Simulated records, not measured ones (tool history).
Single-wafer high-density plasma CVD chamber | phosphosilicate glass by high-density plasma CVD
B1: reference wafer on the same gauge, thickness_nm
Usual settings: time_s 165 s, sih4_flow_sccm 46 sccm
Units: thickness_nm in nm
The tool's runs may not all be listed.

{"run": 1, "day": 0.0, "time_s": 176, "sih4_flow_sccm": 51, "B1": 652.987, "thickness_nm": 859.226}
{"run": 2, "day": 0.329, "time_s": 176, "sih4_flow_sccm": 51, "B1": 653.116, "thickness_nm": 861.332}
{"run": 3, "day": 0.846, "time_s": 176, "sih4_flow_sccm": 51, "B1": 652.996, "thickness_nm": 859.602}
{"run": 4, "day": 1.521, "time_s": 165, "sih4_flow_sccm": 46, "B1": 652.981, "thickness_nm": 728.803}
{"run": 5, "day": 1.833, "time_s": 174, "sih4_flow_sccm": 46, "B1": 652.791, "thickness_nm": 766.698}
{"run": 6, "day": 2.371, "time_s": 174, "sih4_flow_sccm": 46, "B1": 652.937, "thickness_nm": 765.195}
{"run": 7, "day": 2.625, "time_s": 174, "sih4_flow_sccm": 46, "B1": 652.956, "thickness_nm": 766.36}
{"run": 8, "day": 3.362, "time_s": 165, "sih4_flow_sccm": 46, "B1": 652.847, "thickness_nm": 726.736}
{"run": 9, "day": 3.738, "time_s": 165, "sih4_flow_sccm": 46, "B1": 652.819, "thickness_nm": 727.087}
{"run": 10, "day": 4.404, "time_s": 165, "sih4_flow_sccm": 46, "B1": 653.334, "thickness_nm": 726.121}
{"run": 11, "day": 5.054, "time_s": 165, "sih4_flow_sccm": 52, "B1": 653.257, "thickness_nm": 820.982}
{"run": 12, "day": 5.329, "time_s": 165, "sih4_flow_sccm": 46, "B1": 653.004, "thickness_nm": 728.161}
{"run": 13, "day": 5.912, "time_s": 165, "sih4_flow_sccm": 46, "B1": 653.295, "thickness_nm": 724.831}
{"run": 14, "day": 6.262, "time_s": 165, "sih4_flow_sccm": 46, "B1": 653.32, "thickness_nm": 725.377}
{"run": 15, "day": 6.871, "time_s": 165, "sih4_flow_sccm": 40, "B1": 652.65, "thickness_nm": 632.52}
{"run": 16, "day": 7.488, "time_s": 165, "sih4_flow_sccm": 40, "B1": 652.938, "thickness_nm": 631.146}
{"run": 17, "day": 7.821, "time_s": 165, "sih4_flow_sccm": 46, "B1": 652.693, "thickness_nm": 724.802}
{"run": 18, "day": 8.221, "time_s": 152, "sih4_flow_sccm": 46, "B1": 652.93, "thickness_nm": 668.609}
{"run": 19, "day": 9.092, "time_s": 165, "sih4_flow_sccm": 46, "B1": 652.803, "thickness_nm": 724.604}
{"run": 20, "day": 9.583, "time_s": 183, "sih4_flow_sccm": 54, "B1": 653.141, "thickness_nm": 944.416}
{"run": 21, "day": 10.304, "time_s": 183, "sih4_flow_sccm": 40, "B1": 652.97, "thickness_nm": 699.259}
{"run": 22, "day": 11.871, "time_s": 165, "sih4_flow_sccm": 51, "B1": 652.638, "thickness_nm": 802.249}
{"run": 23, "day": 12.138, "time_s": 165, "sih4_flow_sccm": 44, "B1": 652.753, "thickness_nm": 693.615}
{"day": 12.554, "done": "gauge calibrated"}
{"run": 24, "day": 12.804, "time_s": 165, "sih4_flow_sccm": 46, "B1": 653.069, "thickness_nm": 723.999}
{"run": 25, "day": 13.267, "time_s": 151, "sih4_flow_sccm": 49, "B1": 652.771, "thickness_nm": 705.175}
{"day": 13.908, "done": "silane flow controller replaced"}
{"run": 26, "day": 13.929, "time_s": 150, "sih4_flow_sccm": 37, "B1": 653.07, "thickness_nm": 569.71}
{"run": 27, "day": 14.2, "time_s": 154, "sih4_flow_sccm": 40, "B1": 653.174, "thickness_nm": 630.654}
{"run": 28, "day": 14.704, "time_s": 165, "sih4_flow_sccm": 50, "B1": 652.485, "thickness_nm": 846.062}
{"run": 29, "day": 16.246, "time_s": 174, "sih4_flow_sccm": 46, "B1": 653.136, "thickness_nm": 817.851}
{"run": 30, "day": 16.704, "time_s": 165, "sih4_flow_sccm": 54, "B1": 653.049, "thickness_nm": 911.852}
{"run": 31, "day": 17.442, "time_s": 174, "sih4_flow_sccm": 46, "B1": 652.79, "thickness_nm": 818.051}
{"run": 32, "day": 18.0, "time_s": 165, "sih4_flow_sccm": 46, "B1": 652.771, "thickness_nm": 777.408}
{"run": 33, "day": 18.512, "time_s": 165, "sih4_flow_sccm": 46, "B1": 653.256, "thickness_nm": 775.478}
{"run": 34, "day": 19.258, "time_s": 144, "sih4_flow_sccm": 55, "B1": 653.3, "thickness_nm": 811.915}
{"run": 35, "day": 19.888, "time_s": 152, "sih4_flow_sccm": 40, "B1": 652.969, "thickness_nm": 622.764}
{"run": 36, "day": 20.504, "time_s": 165, "sih4_flow_sccm": 51, "B1": 653.193, "thickness_nm": 859.275}
{"run": 37, "day": 20.929, "time_s": 174, "sih4_flow_sccm": 53, "B1": 653.233, "thickness_nm": 942.436}

Forecast each of these 5 alternatives for the next run:
{"run": "A", "day": 20.946, "time_s": 165, "sih4_flow_sccm": 46, "B1": "?", "thickness_nm": "?"}
{"run": "B", "day": 20.946, "time_s": 165, "sih4_flow_sccm": 42, "B1": "?", "thickness_nm": "?"}
{"run": "C", "day": 20.946, "time_s": 183, "sih4_flow_sccm": 46, "B1": "?", "thickness_nm": "?"}
{"run": "D", "day": 20.946, "time_s": 153, "sih4_flow_sccm": 42, "B1": "?", "thickness_nm": "?"}
{"run": "E", "day": 20.946, "time_s": 165, "sih4_flow_sccm": 53, "B1": "?", "thickness_nm": "?"}

run=A B1=652.901 thickness_nm=775.176
run=B B1=652.901 thickness_nm=707.769
run=C B1=652.901 thickness_nm=859.740
run=D B1=652.901 thickness_nm=656.295
run=E B1=652.901 thickness_nm=893.137
Without the tool's hidden state the same runs would have given:
run=A thickness_nm=770.564
run=B thickness_nm=703.558
run=C thickness_nm=854.626
run=D thickness_nm=652.391
run=E thickness_nm=887.824

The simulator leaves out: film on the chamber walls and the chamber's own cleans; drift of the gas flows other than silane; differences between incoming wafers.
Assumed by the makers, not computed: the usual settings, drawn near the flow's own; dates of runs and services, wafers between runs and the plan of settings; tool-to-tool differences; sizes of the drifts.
